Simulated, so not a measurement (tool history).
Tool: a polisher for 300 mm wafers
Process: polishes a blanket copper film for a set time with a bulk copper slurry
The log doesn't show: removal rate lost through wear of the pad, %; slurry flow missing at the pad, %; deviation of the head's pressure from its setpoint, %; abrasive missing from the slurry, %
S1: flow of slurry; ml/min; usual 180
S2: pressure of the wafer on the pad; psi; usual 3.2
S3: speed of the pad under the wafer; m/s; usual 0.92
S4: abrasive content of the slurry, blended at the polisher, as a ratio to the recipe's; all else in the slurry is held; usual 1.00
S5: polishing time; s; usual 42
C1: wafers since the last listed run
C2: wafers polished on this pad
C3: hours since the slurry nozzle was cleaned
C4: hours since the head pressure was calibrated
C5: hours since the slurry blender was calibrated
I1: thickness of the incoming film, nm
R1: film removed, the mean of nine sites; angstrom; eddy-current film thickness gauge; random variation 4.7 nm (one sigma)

Run 1, day 0.000: usual settings but S2 3.9 psi; C1 0; C2 1011; C3 390.8; C4 290.6; C5 83.1; I1 4287.3. Result: R1 4756 angstrom.
Run 2, day 1.383: usual settings; C1 266; C2 1278; C3 424.0; C4 323.8; C5 116.3; I1 4206.7. Result: R1 3937 angstrom.
At day 3.071: slurry nozzle cleaned.
Run 3, day 3.092: usual settings; C1 321; C2 1599; C3 0.5; C4 364.8; C5 157.3; I1 4349.6. Result: R1 3967 angstrom.
At day 5.208: head pressure recalibrated.
Run 4, day 5.246: usual settings; C1 399; C2 1999; C3 52.2; C4 0.9; C5 209.0; I1 4265.5. Result: R1 3909 angstrom.
At day 6.658: worn pad replaced by a new one.
Run 5, day 6.712: usual settings; C1 250; C2 10; C3 87.4; C4 36.1; C5 244.2; I1 4253.9. Result: R1 4123 angstrom.
At day 8.388: slurry blender recalibrated.
Run 6, day 9.450: usual settings; C1 512; C2 522; C3 153.1; C4 101.8; C5 25.5; I1 4337.5. Result: R1 4038 angstrom.
Run 7, day 11.954: usual settings; C1 483; C2 1005; C3 213.2; C4 161.9; C5 85.6; I1 4267.9. Result: R1 4015 angstrom.
Run 8, day 13.896: usual settings but S4 1.15; C1 374; C2 1380; C3 259.8; C4 208.5; C5 132.2; I1 4248.5. Result: R1 4155 angstrom.
At day 16.662: worn pad replaced by a new one.
At day 18.754: slurry blender recalibrated.
Run 9, day 18.775: usual settings but S4 1.15; C1 893; C2 391; C3 376.9; C4 325.6; C5 0.5; I1 4293.6. Result: R1 4030 angstrom.
At day 19.688: slurry nozzle cleaned.
Run 10, day 21.358: usual settings; C1 490; C2 881; C3 40.1; C4 387.6; C5 62.5; I1 4312.6. Result: R1 4055 angstrom.
At day 22.083: head pressure recalibrated.
Run 11, day 23.883: usual settings; C1 471; C2 1353; C3 100.7; C4 43.2; C5 123.1; I1 4352.9. Result: R1 3917 angstrom.
Run 12, day 25.925: usual settings; C1 393; C2 1747; C3 149.7; C4 92.2; C5 172.1; I1 4350.3. Result: R1 3851 angstrom.
Run 13, day 28.042: usual settings but S1 205 ml/min, S3 1.22 m/s; C1 408; C2 2155; C3 200.5; C4 143.0; C5 222.9; I1 4248.2. Result: R1 5109 angstrom.
At day 28.288: worn pad replaced by a new one.
At day 29.808: slurry blender recalibrated.
Run 14, day 31.762: usual settings; C1 669; C2 654; C3 289.8; C4 232.3; C5 46.9; I1 4332.7. Result: R1 4048 angstrom.
Run 15, day 34.467: usual settings but S1 235 ml/min, S2 2.1 psi; C1 521; C2 1176; C3 354.7; C4 297.2; C5 111.8; I1 4307.4. Result: R1 2908 angstrom.
Run 16, day 35.492: usual settings but S5 28 s; C1 197; C2 1374; C3 379.3; C4 321.8; C5 136.4; I1 4267.2. Result: R1 2693 angstrom.
Run 17, day 38.117: usual settings; C1 506; C2 1880; C3 442.3; C4 384.8; C5 199.4; I1 4300.3. Result: R1 3895 angstrom.
At day 38.400: slurry nozzle cleaned.
At day 38.696: head pressure recalibrated.
At day 38.758: worn pad replaced by a new one.
At day 39.862: slurry blender recalibrated.
Run 18, day 40.642: usual settings but S1 120 ml/min, S2 3.7 psi, S4 1.20; C1 434; C2 347; C3 53.8; C4 46.7; C5 18.7; I1 4282.5. Result: R1 4493 angstrom.
Run 19, day 42.158: usual settings but S3 1.08 m/s, S4 0.90; C1 292; C2 640; C3 90.2; C4 83.1; C5 55.1; I1 4214.3. Result: R1 4748 angstrom.
Run 20, day 45.012: usual settings but S2 2.3 psi, S5 28 s; C1 550; C2 1191; C3 158.7; C4 151.6; C5 123.6; I1 4253.3. Result: R1 2033 angstrom.
Run 21, day 46.196: usual settings; C1 228; C2 1419; C3 187.1; C4 180.0; C5 152.0; I1 4334.7. Result: R1 3901 angstrom.
Run 22, day 48.150: usual settings; C1 377; C2 1796; C3 234.0; C4 226.9; C5 198.9; I1 4328.6. Result: R1 3948 angstrom.
Run 23, day 49.996: usual settings; C1 356; C2 2152; C3 278.3; C4 271.2; C5 243.2; I1 4303.6. Result: R1 3837 angstrom.
At day 51.088: worn pad replaced by a new one.
At day 51.888: slurry blender recalibrated.
Run 24, day 52.842: usual settings but S3 1.08 m/s, S4 0.90, S5 36 s; C1 500; C2 322; C3 346.6; C4 339.5; C5 22.9; I1 4325.8. Result: R1 4028 angstrom.
At day 54.000: head pressure recalibrated.
Run 25, day 54.500: usual settings but S2 2.5 psi, S5 52 s; C1 303; C2 626; C3 386.4; C4 12.0; C5 62.7; I1 4217.2. Result: R1 4145 angstrom.

5 ways to go on from here, each from the tool as it stands after run 25. What would each give?
Run A, day 54.517: usual settings; C1 3; C2 629; C3 386.8; C4 12.4; C5 63.1; I1 4340.7. Result: R1 ?.
Run B, day 54.517: usual settings but S4 0.70, S5 52 s; C1 3; C2 629; C3 386.8; C4 12.4; C5 63.1; I1 4340.7. Result: R1 ?.
Run C, day 54.517: usual settings but S1 240 ml/min, S3 0.84 m/s, S4 0.70, S5 30 s; C1 3; C2 629; C3 386.8; C4 12.4; C5 63.1; I1 4340.7. Result: R1 ?.
Run D, day 54.517: usual settings but S1 150 ml/min, S3 0.60 m/s; C1 3; C2 629; C3 386.8; C4 12.4; C5 63.1; I1 4340.7. Result: R1 ?.
Run E, day 54.517: usual settings but S2 3.5 psi, S3 1.16 m/s, S5 36 s; C1 3; C2 629; C3 386.8; C4 12.4; C5 63.1; I1 4340.7. Result: R1 ?.

run    R1
  A  3964
  B  4669
  C  2538
  D  2527
  E  4622
Without the tool's hidden state the same runs would have given:
run    R1
  A  3995
  B  4706
  C  2558
  D  2546
  E  4658
